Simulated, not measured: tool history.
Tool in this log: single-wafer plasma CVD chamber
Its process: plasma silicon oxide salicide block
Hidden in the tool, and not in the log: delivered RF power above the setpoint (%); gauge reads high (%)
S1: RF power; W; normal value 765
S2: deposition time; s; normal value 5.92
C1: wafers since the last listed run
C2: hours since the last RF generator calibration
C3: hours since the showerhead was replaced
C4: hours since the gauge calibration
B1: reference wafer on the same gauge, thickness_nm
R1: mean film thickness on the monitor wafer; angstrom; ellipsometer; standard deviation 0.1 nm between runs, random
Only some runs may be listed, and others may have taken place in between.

run 1 hour=0.0 | S1=805 S2=5.92 | C1=0 C2=2190.8 C3=7958.0 C4=213.0 | B1=68.907 | R1=682.31
run 2 hour=17.2 | S1=765 S2=5.92 | C1=501 C2=2208.0 C3=7975.2 C4=230.2 | B1=68.899 | R1=672.30
run 3 hour=51.9 | S1=765 S2=5.92 | C1=1012 C2=2242.7 C3=8009.9 C4=264.9 | B1=68.902 | R1=672.19
run 4 hour=75.7 | S1=765 S2=5.92 | C1=694 C2=2266.5 C3=8033.7 C4=288.7 | B1=68.899 | R1=668.99
run 5 hour=98.0 | S1=765 S2=5.50 | C1=650 C2=2288.8 C3=8056.0 C4=311.0 | B1=68.904 | R1=622.94
run 6 hour=111.9 | S1=765 S2=5.50 | C1=405 C2=2302.7 C3=8069.9 C4=324.9 | B1=68.875 | R1=622.34
run 7 hour=130.7 | S1=765 S2=5.50 | C1=548 C2=2321.5 C3=8088.7 C4=343.7 | B1=68.885 | R1=622.44
-- hour=154.0 gauge calibrated
-- hour=162.8 RF generator calibrated
run 8 hour=163.3 | S1=725 S2=5.92 | C1=717 C2=0.5 C3=8121.3 C4=9.3 | B1=68.893 | R1=681.03
run 9 hour=176.6 | S1=765 S2=5.50 | C1=388 C2=13.8 C3=8134.6 C4=22.6 | B1=68.932 | R1=643.23
run 10 hour=202.1 | S1=765 S2=5.92 | C1=743 C2=39.3 C3=8160.1 C4=48.1 | B1=68.910 | R1=693.21
run 11 hour=226.8 | S1=625 S2=6.55 | C1=720 C2=64.0 C3=8184.8 C4=72.8 | B1=68.901 | R1=716.99
-- hour=237.2 showerhead replaced
run 12 hour=260.9 | S1=765 S2=5.92 | C1=761 C2=98.1 C3=23.7 C4=106.9 | B1=68.879 | R1=692.87
run 13 hour=286.8 | S1=850 S2=5.10 | C1=755 C2=124.0 C3=49.6 C4=132.8 | B1=68.882 | R1=618.86
run 14 hour=313.7 | S1=710 S2=5.15 | C1=784 C2=150.9 C3=76.5 C4=159.7 | B1=68.893 | R1=589.55
run 15 hour=339.4 | S1=835 S2=5.04 | C1=749 C2=176.6 C3=102.2 C4=185.4 | B1=68.923 | R1=607.97
run 16 hour=373.9 | S1=815 S2=6.76 | C1=1006 C2=211.1 C3=136.7 C4=219.9 | B1=68.881 | R1=807.38
run 17 hour=405.8 | S1=690 S2=5.92 | C1=930 C2=243.0 C3=168.6 C4=251.8 | B1=68.916 | R1=670.47

Forecast each of these 4 alternatives for the next run:
run A hour=406.2 | S1=660 S2=5.92 | C1=11 C2=243.4 C3=169.0 C4=252.2 | B1=? | R1=?
run B hour=406.2 | S1=830 S2=4.90 | C1=11 C2=243.4 C3=169.0 C4=252.2 | B1=? | R1=?
run C hour=406.2 | S1=905 S2=6.39 | C1=11 C2=243.4 C3=169.0 C4=252.2 | B1=? | R1=?
run D hour=406.2 | S1=705 S2=5.54 | C1=11 C2=243.4 C3=169.0 C4=252.2 | B1=? | R1=?

run=A B1=68.864 R1=658.44
run=B B1=68.864 R1=587.44
run=C B1=68.864 R1=787.77
run=D B1=68.864 R1=629.73
What these runs would have given with no unlogged condition in the tool:
run=A R1=659.24
run=B R1=588.15
run=C R1=788.73
run=D R1=630.49

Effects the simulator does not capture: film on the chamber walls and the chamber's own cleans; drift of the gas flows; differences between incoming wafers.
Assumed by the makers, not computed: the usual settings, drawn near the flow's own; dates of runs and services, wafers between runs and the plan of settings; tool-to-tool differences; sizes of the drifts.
